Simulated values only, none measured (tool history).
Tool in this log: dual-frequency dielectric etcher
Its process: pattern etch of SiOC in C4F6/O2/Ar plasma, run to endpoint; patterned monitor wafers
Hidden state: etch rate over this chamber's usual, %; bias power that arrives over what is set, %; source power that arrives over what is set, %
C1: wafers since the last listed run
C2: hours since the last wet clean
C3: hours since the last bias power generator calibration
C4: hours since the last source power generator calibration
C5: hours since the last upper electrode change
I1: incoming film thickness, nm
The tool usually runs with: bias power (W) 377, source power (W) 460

{"run": 1, "hour": 0.0, "bias power (W)": 377, "source power (W)": 500, "C1": 0, "C2": 359.4, "C3": 2953.9, "C4": 3363.3, "C5": 5582.7, "I1": 40.91, "endpoint time (s)": 14}
{"run": 2, "hour": 16.8, "bias power (W)": 377, "source power (W)": 500, "C1": 290, "C2": 376.2, "C3": 2970.7, "C4": 3380.1, "C5": 5599.5, "I1": 41.24, "endpoint time (s)": 14.1}
{"run": 3, "hour": 32.6, "bias power (W)": 377, "source power (W)": 500, "C1": 273, "C2": 392, "C3": 2986.5, "C4": 3395.9, "C5": 5615.3, "I1": 40.53, "endpoint time (s)": 13.9}
{"run": 4, "hour": 43.2, "bias power (W)": 433, "source power (W)": 420, "C1": 183, "C2": 402.6, "C3": 2997.1, "C4": 3406.5, "C5": 5625.9, "I1": 41.24, "endpoint time (s)": 14.1}
{"run": 5, "hour": 55.7, "bias power (W)": 433, "source power (W)": 420, "C1": 216, "C2": 415.1, "C3": 3009.6, "C4": 3419, "C5": 5638.4, "I1": 40.37, "endpoint time (s)": 13.9}
{"run": 6, "hour": 69.9, "bias power (W)": 433, "source power (W)": 420, "C1": 245, "C2": 429.3, "C3": 3023.8, "C4": 3433.2, "C5": 5652.6, "I1": 40.81, "endpoint time (s)": 14}
{"hour": 132.4, "done": "upper electrode replaced"}
{"hour": 137.5, "done": "bias power generator calibrated"}
{"hour": 153.2, "done": "wet clean of the chamber"}
{"run": 7, "hour": 153.7, "bias power (W)": 377, "source power (W)": 460, "C1": 695, "C2": 0.5, "C3": 16.2, "C4": 3517, "C5": 21.3, "I1": 40.46, "endpoint time (s)": 15.8}
{"run": 8, "hour": 154.0, "bias power (W)": 377, "source power (W)": 460, "C1": 5, "C2": 0.8, "C3": 16.5, "C4": 3517.3, "C5": 21.6, "I1": 40.25, "endpoint time (s)": 15.8}
{"run": 9, "hour": 154.3, "bias power (W)": 377, "source power (W)": 460, "C1": 5, "C2": 1.1, "C3": 16.8, "C4": 3517.6, "C5": 21.9, "I1": 40.84, "endpoint time (s)": 16}
{"run": 10, "hour": 154.6, "bias power (W)": 377, "source power (W)": 460, "C1": 5, "C2": 1.4, "C3": 17.1, "C4": 3517.9, "C5": 22.2, "I1": 40.91, "endpoint time (s)": 16}
{"hour": 158.9, "done": "source power generator calibrated"}
{"run": 11, "hour": 162.0, "bias power (W)": 377, "source power (W)": 460, "C1": 58, "C2": 8.8, "C3": 24.5, "C4": 3.1, "C5": 29.6, "I1": 40.53, "endpoint time (s)": 15.8}
{"run": 12, "hour": 172.5, "bias power (W)": 377, "source power (W)": 460, "C1": 181, "C2": 19.3, "C3": 35, "C4": 13.6, "C5": 40.1, "I1": 40.61, "endpoint time (s)": 16}
{"run": 13, "hour": 189.3, "bias power (W)": 377, "source power (W)": 420, "C1": 290, "C2": 36.1, "C3": 51.8, "C4": 30.4, "C5": 56.9, "I1": 40.46, "endpoint time (s)": 16.7}
{"hour": 218.4, "done": "wet clean of the chamber, repeated, since the last time left the tool worse"}
{"run": 14, "hour": 218.9, "bias power (W)": 411, "source power (W)": 460, "C1": 96, "C2": 0.5, "C3": 81.4, "C4": 60, "C5": 86.5, "I1": 40.18, "endpoint time (s)": 14.1}
{"run": 15, "hour": 224.0, "bias power (W)": 320, "source power (W)": 570, "C1": 88, "C2": 5.6, "C3": 86.5, "C4": 65.1, "C5": 91.6, "I1": 40.77, "endpoint time (s)": 14.9}
{"run": 16, "hour": 235.8, "bias power (W)": 424, "source power (W)": 490, "C1": 204, "C2": 17.4, "C3": 98.3, "C4": 76.9, "C5": 103.4, "I1": 40.73, "endpoint time (s)": 13.5}
{"run": 17, "hour": 246.2, "bias power (W)": 377, "source power (W)": 460, "C1": 180, "C2": 27.8, "C3": 108.7, "C4": 87.3, "C5": 113.8, "I1": 40.76, "endpoint time (s)": 14.9}
{"run": 18, "hour": 256.2, "bias power (W)": 377, "source power (W)": 460, "C1": 173, "C2": 37.8, "C3": 118.7, "C4": 97.3, "C5": 123.8, "I1": 40.78, "endpoint time (s)": 15}
{"run": 19, "hour": 272.1, "bias power (W)": 318, "source power (W)": 460, "C1": 275, "C2": 53.7, "C3": 134.6, "C4": 113.2, "C5": 139.7, "I1": 40.66, "endpoint time (s)": 16.3}
{"run": 20, "hour": 279.5, "bias power (W)": 377, "source power (W)": 400, "C1": 128, "C2": 61.1, "C3": 142, "C4": 120.6, "C5": 147.1, "I1": 40.57, "endpoint time (s)": 15.9}
{"run": 21, "hour": 286.1, "bias power (W)": 451, "source power (W)": 420, "C1": 114, "C2": 67.7, "C3": 148.6, "C4": 127.2, "C5": 153.7, "I1": 40.62, "endpoint time (s)": 14.1}

Measured less the same run without the tool's hidden state. The same run-to-run variation is in both; the gauge's scatter may not be:
run=1 endpoint_time_(s)=-0.4
run=2 endpoint_time_(s)=-0.4
run=3 endpoint_time_(s)=-0.4
run=4 endpoint_time_(s)=-0.4
run=5 endpoint_time_(s)=-0.4
run=6 endpoint_time_(s)=-0.5
run=7 endpoint_time_(s)=+1.1
run=8 endpoint_time_(s)=+1
run=9 endpoint_time_(s)=+1.1
run=10 endpoint_time_(s)=+1.1
run=11 endpoint_time_(s)=+1
run=12 endpoint_time_(s)=+1
run=13 endpoint_time_(s)=+1.1
run=14 endpoint_time_(s)=+0
run=15 endpoint_time_(s)=+0
run=16 endpoint_time_(s)=+0
run=17 endpoint_time_(s)=+0
run=18 endpoint_time_(s)=+0
run=19 endpoint_time_(s)=-0.1
run=20 endpoint_time_(s)=-0.1
run=21 endpoint_time_(s)=+0
